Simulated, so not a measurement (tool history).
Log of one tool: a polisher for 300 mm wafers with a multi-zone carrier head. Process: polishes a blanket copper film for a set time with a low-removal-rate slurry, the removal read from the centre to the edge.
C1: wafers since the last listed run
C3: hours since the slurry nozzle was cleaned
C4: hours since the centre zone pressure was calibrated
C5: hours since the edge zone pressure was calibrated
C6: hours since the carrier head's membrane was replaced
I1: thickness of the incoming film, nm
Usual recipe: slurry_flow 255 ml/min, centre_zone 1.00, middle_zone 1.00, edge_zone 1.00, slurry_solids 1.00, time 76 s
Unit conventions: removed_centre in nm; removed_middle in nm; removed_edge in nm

Run 1, hour 0.0: usual settings; C1 0; wafers polished on this pad 1026; C3 72.6; C4 50.3; C5 137.7; C6 192.7; I1 1097.6. Result: removed_centre 317.7 nm, removed_middle 308.4 nm, removed_edge 310.3 nm.
Run 2, hour 57.8: usual settings; C1 742; wafers polished on this pad 1768; C3 130.4; C4 108.1; C5 195.5; C6 250.5; I1 1081.7. Result: removed_centre 319.8 nm, removed_middle 309.2 nm, removed_edge 318.5 nm.
Run 3, hour 100.6: usual settings; C1 549; wafers polished on this pad 2318; C3 173.2; C4 150.9; C5 238.3; C6 293.3; I1 1102.2. Result: removed_centre 319.7 nm, removed_middle 305.9 nm, removed_edge 324.7 nm.
Run 4, hour 195.7: usual settings; C1 1221; wafers polished on this pad 3539; C3 268.3; C4 246.0; C5 333.4; C6 388.4; I1 1086.6. Result: removed_centre 322.2 nm, removed_middle 319.4 nm, removed_edge 315.9 nm.
At hour 205.3: worn pad replaced by a new one.
Run 5, hour 240.0: usual settings; C1 517; wafers polished on this pad 445; C3 312.6; C4 290.3; C5 377.7; C6 432.7; I1 1079.4. Result: removed_centre 320.4 nm, removed_middle 308.3 nm, removed_edge 317.9 nm.
Run 6, hour 303.5: usual settings; C1 815; wafers polished on this pad 1260; C3 376.1; C4 353.8; C5 441.2; C6 496.2; I1 1081.7. Result: removed_centre 319.2 nm, removed_middle 313.3 nm, removed_edge 314.2 nm.
Run 7, hour 348.7: usual settings but slurry_flow 190 ml/min, time 95 s; C1 580; wafers polished on this pad 1841; C3 421.3; C4 399.0; C5 486.4; C6 541.4; I1 1092.9. Result: removed_centre 388.1 nm, removed_middle 371.8 nm, removed_edge 381.1 nm.
Run 8, hour 424.7: usual settings but slurry_flow 190 ml/min, time 95 s; C1 975; wafers polished on this pad 2816; C3 497.3; C4 475.0; C5 562.4; C6 617.4; I1 1082.4. Result: removed_centre 382.4 nm, removed_middle 369.8 nm, removed_edge 379.6 nm.
Run 9, hour 467.0: usual settings but slurry_flow 190 ml/min, time 95 s; C1 543; wafers polished on this pad 3360; C3 539.6; C4 517.3; C5 604.7; C6 659.7; I1 1094.3. Result: removed_centre 391.8 nm, removed_middle 377.5 nm, removed_edge 392.5 nm.
Run 10, hour 518.7: usual settings; C1 663; wafers polished on this pad 4023; C3 591.3; C4 569.0; C5 656.4; C6 711.4; I1 1105.8. Result: removed_centre 318.5 nm, removed_middle 308.9 nm, removed_edge 318.7 nm.
At hour 534.7: worn pad replaced by a new one.
At hour 565.1: edge zone pressure recalibrated.
Run 11, hour 616.8: usual settings; C1 1182; wafers polished on this pad 1029; C3 689.4; C4 667.1; C5 51.7; C6 809.5; I1 1098.7. Result: removed_centre 320.3 nm, removed_middle 307.8 nm, removed_edge 321.0 nm.
Run 12, hour 653.1: usual settings but centre_zone 1.10, middle_zone 0.92, slurry_solids 0.85, time 84 s; C1 466; wafers polished on this pad 1495; C3 725.7; C4 703.4; C5 88.0; C6 845.8; I1 1073.1. Result: removed_centre 370.5 nm, removed_middle 311.0 nm, removed_edge 340.3 nm.
At hour 664.2: slurry nozzle cleaned.
Run 13, hour 698.9: usual settings but slurry_flow 205 ml/min, edge_zone 1.10; C1 575; wafers polished on this pad 2070; C3 34.7; C4 749.2; C5 133.8; C6 891.6; I1 1079.6. Result: removed_centre 311.8 nm, removed_middle 302.4 nm, removed_edge 318.1 nm.
Run 14, hour 746.6: usual settings but slurry_flow 190 ml/min, time 95 s; C1 612; wafers polished on this pad 2683; C3 82.4; C4 796.9; C5 181.5; C6 939.3; I1 1076.9. Result: removed_centre 386.6 nm, removed_middle 372.0 nm, removed_edge 380.5 nm.
Run 15, hour 835.9: usual settings but centre_zone 0.92, time 87 s; C1 1146; wafers polished on this pad 3829; C3 171.7; C4 886.2; C5 270.8; C6 1028.6; I1 1094.4. Result: removed_centre 342.5 nm, removed_middle 361.0 nm, removed_edge 367.2 nm.
At hour 838.5: centre zone pressure recalibrated.
At hour 843.7: worn pad replaced by a new one.
Run 16, hour 909.9: usual settings but centre_zone 0.88, middle_zone 0.93, slurry_solids 1.15; C1 873; wafers polished on this pad 850; C3 245.7; C4 71.4; C5 344.8; C6 1102.6; I1 1106.2. Result: removed_centre 298.8 nm, removed_middle 301.7 nm, removed_edge 333.4 nm.
Run 17, hour 975.5: usual settings but middle_zone 0.93, slurry_solids 0.75; C1 842; wafers polished on this pad 1692; C3 311.3; C4 137.0; C5 410.4; C6 1168.2; I1 1087.1. Result: removed_centre 302.7 nm, removed_middle 274.1 nm, removed_edge 300.4 nm.
At hour 1030.2: carrier head's membrane replaced by a new one.
Run 18, hour 1060.0: usual settings but centre_zone 0.90; C1 1020; wafers polished on this pad 2713; C3 395.8; C4 221.5; C5 494.9; C6 29.8; I1 1080.2. Result: removed_centre 291.5 nm, removed_middle 307.2 nm, removed_edge 312.7 nm.
At hour 1109.1: worn pad replaced by a new one.
Run 19, hour 1118.2: usual settings but slurry_solids 0.75; C1 695; wafers polished on this pad 117; C3 454.0; C4 279.7; C5 553.1; C6 88.0; I1 1096.8. Result: removed_centre 302.9 nm, removed_middle 295.1 nm, removed_edge 294.7 nm.
Run 20, hour 1213.7: usual settings but slurry_flow 335 ml/min, centre_zone 0.95, middle_zone 0.89; C1 1226; wafers polished on this pad 1343; C3 549.5; C4 375.2; C5 648.6; C6 183.5; I1 1079.5. Result: removed_centre 313.0 nm, removed_middle 288.7 nm, removed_edge 330.7 nm.
Run 21, hour 1302.7: usual settings but centre_zone 1.03, middle_zone 1.10; C1 1142; wafers polished on this pad 2486; C3 638.5; C4 464.2; C5 737.6; C6 272.5; I1 1094.3. Result: removed_centre 328.5 nm, removed_middle 340.8 nm, removed_edge 319.6 nm.
At hour 1326.1: slurry nozzle cleaned.
At hour 1340.4: edge zone pressure recalibrated.
Run 22, hour 1345.6: usual settings but slurry_flow 230 ml/min, middle_zone 1.03; C1 512; wafers polished on this pad 2998; C3 19.5; C4 507.1; C5 5.2; C6 315.4; I1 1098.1. Result: removed_centre 316.0 nm, removed_middle 315.6 nm, removed_edge 313.6 nm.

What was the tool's hidden state at every run in the log?
removal rate lost through wear of the pad, %: 0 across all the runs
slurry flow missing at the pad, %: 0 across all the runs
deviation of the centre zone's pressure from its setpoint, %: 0 across all the runs
deviation of the edge zone's pressure from its setpoint, %: 0 across all the runs
